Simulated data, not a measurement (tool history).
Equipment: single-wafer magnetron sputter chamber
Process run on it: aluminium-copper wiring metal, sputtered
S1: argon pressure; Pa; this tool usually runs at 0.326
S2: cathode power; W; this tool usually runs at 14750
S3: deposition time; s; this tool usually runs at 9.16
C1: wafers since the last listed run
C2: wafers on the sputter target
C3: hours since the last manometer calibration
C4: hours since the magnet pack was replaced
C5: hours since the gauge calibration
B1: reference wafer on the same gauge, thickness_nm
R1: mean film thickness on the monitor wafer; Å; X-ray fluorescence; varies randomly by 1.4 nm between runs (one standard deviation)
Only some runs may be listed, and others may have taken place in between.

run    hour     S1     S2     S3    C1     C2      C3       C4      C5       B1       R1
  1       0  0.326  14750   8.64     0   8290   698.6   8112.6    2720   325.33  2548.29
  2   152.1  0.326  14750   8.64  4842  13132   850.7   8264.7  2872.1  324.921  2538.22
  3   204.1  0.326  14750   9.16  1655  14788   902.7   8316.7  2924.1   325.15  2652.35
  4   294.4  0.326  12800   8.17  2874  17662     993     8407  3014.4   324.83  2045.18
  5     353  0.326  12800   8.17  1865  19528  1051.6   8465.6    3073   324.93   2035.1
  6   458.2  0.326  14750   9.16  3349  22877  1156.8   8570.8  3178.2  324.919  2611.77
      488.4  -- sputter target and shields replaced
  7   520.6  0.326  14750  10.01  1731   1024  1219.2   8633.2  3240.6  324.999   2993.2
  8   557.6  0.326  14750  10.01  1177   2202  1256.2   8670.2  3277.6   324.81  2991.92
  9   649.4  0.326  14750  10.01  2922   5125    1348     8762  3369.4  324.806  2996.66
      672.7  -- gauge calibrated
 10   726.4  0.326  16400   8.55  2451   7576    1425     8839    53.7  324.842  2825.24
 11   881.3  0.326  16400   8.55  4931  12508  1579.9   8993.9   208.6  324.987  2818.79
 12   975.3  0.326  16400   8.55  2992  15501  1673.9   9087.9   302.6  324.853  2754.11
 13  1054.4  0.326  14750   9.16  2518  18019    1753     9167   381.7  325.079  2689.61
 14  1143.9  0.326  14750   9.16  2849  20868  1842.5   9256.5   471.2  325.146   2615.7
       1208  -- sputter target and shields replaced
 15  1225.6  0.326  14750   9.16  2346    558  1924.2   9338.2   552.9  324.597  2704.73
 16  1276.1  0.225  14750   9.16  1607   2166  1974.7   9388.7   603.4  324.792  2830.11
       1321  -- capacitance manometer re-zeroed and calibrated
 17  1380.4  0.431  15700    9.8  3065   5232    59.4     9493   707.7  324.949  2896.43
 18  1456.5  0.245  17850  10.13  2422   7655   135.5   9569.1   783.8  324.784  3776.67
 19  1545.4  0.326  13200   9.92  2830  10485   224.4     9658   872.7  324.896  2623.17
 20    1585  0.326  14750   9.16  1260  11746     264   9697.6   912.3  325.225   2673.3
 21  1635.1  0.452  15950   9.16  1595  13341   314.1   9747.7   962.4  325.234  2702.43
 22  1745.5  0.326  11800   9.16  3514  16856   424.5   9858.1  1072.8  325.124  2141.59
     1820.8  -- sputter target and shields replaced
 23  2034.8  0.389  18450    9.9  8955   6814   713.8  10147.4  1362.1  324.746  3554.68
 24  2096.3  0.326  14750   9.16  1957   8772   775.3  10208.9  1423.6  325.077  2699.73
 25  2176.3  0.368  15900   9.16  2546  11319   855.3  10288.9  1503.6  325.211  2857.88
     2232.1  -- magnet pack replaced
 26  2394.3   0.29  14750  10.02  6685  18004  1073.3    162.2  1721.6  325.342  2970.42
 27  2447.3  0.221  11500   9.98  1687  19692  1126.3    215.2  1774.6   324.77  2368.39
     2479.9  -- sputter target and shields replaced
 28  2496.3   0.26  12500   7.76  1305    521  1175.3    264.2  1823.6  324.851   2033.9
 29  2552.4  0.326  11400  10.16  1786   2307  1231.4    320.3  1879.7  324.704  2354.43
 30  2633.8  0.326  12550   8.04  2591   4898  1312.8    401.7  1961.1  325.104  2036.17
 31    2795  0.225  14750   9.16  5132  10030    1474    562.9  2122.3   324.98   2844.8
 32  2856.4  0.326  14750   9.16  1954  11985  1535.4    624.3  2183.7  324.812  2722.03
 33  2923.8  0.326  14750  10.34  2145  14131  1602.8    691.7  2251.1  325.061     3032
 34  2996.3  0.326  14750  10.46  2308  16439  1675.3    764.2  2323.6  324.651  3067.24

Exercise: give the hidden state of the tool at every run:
true argon pressure above the setpoint (%): 0, the same for each run
gauge reads high (%): 0, the same for each run
H1: deposition rate above that of a new target (%)
run       H1
  1     -1.5
  2    -2.46
  3    -2.89
  4    -3.75
  5    -4.39
  6     -5.7
  7   -0.119
  8   -0.154
  9   -0.352
 10   -0.639
 11    -1.55
 12    -2.33
 13     -3.1
 14    -4.13
 15    -1.14
 16    -1.18
 17    -1.41
 18    -1.71
 19     -2.2
 20    -2.46
 21    -2.84
 22    -3.83
 23   -0.545
 24   -0.826
 25     -1.3
 26    -3.19
 27    -3.79
 28  -0.0128
 29  -0.0593
 30   -0.232
 31   -0.938
 32    -1.34
 33    -1.85
 34     -2.5

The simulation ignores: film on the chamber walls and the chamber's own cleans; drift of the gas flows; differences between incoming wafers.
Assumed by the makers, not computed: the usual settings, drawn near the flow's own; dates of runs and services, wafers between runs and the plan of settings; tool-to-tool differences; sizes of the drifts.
